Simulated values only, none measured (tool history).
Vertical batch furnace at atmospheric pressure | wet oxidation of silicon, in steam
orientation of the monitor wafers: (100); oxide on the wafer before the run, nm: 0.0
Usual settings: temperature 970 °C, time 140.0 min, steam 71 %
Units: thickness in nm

run,hour,temperature,time,steam,"read-back reference wafer on the same gauge, thickness",thickness
1,0.0,970,140.0,71,550.16,484.46
2,16.6,970,140.0,71,549.72,484.05
3,47.8,970,140.0,71,548.85,484.80
4,73.9,970,140.0,71,547.95,481.06
5,86.9,970,140.0,71,548.01,480.79
6,114.0,970,140.0,71,546.93,481.10
7,147.2,970,140.0,71,546.66,480.73
8,180.0,970,95.5,71,546.02,365.72
9,199.2,970,95.5,71,545.54,364.38
10,214.0,970,140.0,71,545.26,479.35
11,248.7,970,140.0,71,544.50,480.07
12,262.9,970,140.0,71,544.03,478.35
# hour 270.1: gauge calibrated
# hour 296.1: steam generator serviced
13,296.6,970,140.0,71,552.82,488.34
14,302.1,970,140.0,71,552.74,488.24

Run 15 comes next. What will it give?
15,330.5,958,140.0,71,?,?

read-back reference wafer on the same gauge, thickness: 552.53
thickness: 441.68 nm
Without the tool's hidden state the same run would have given thickness 442.40 nm.
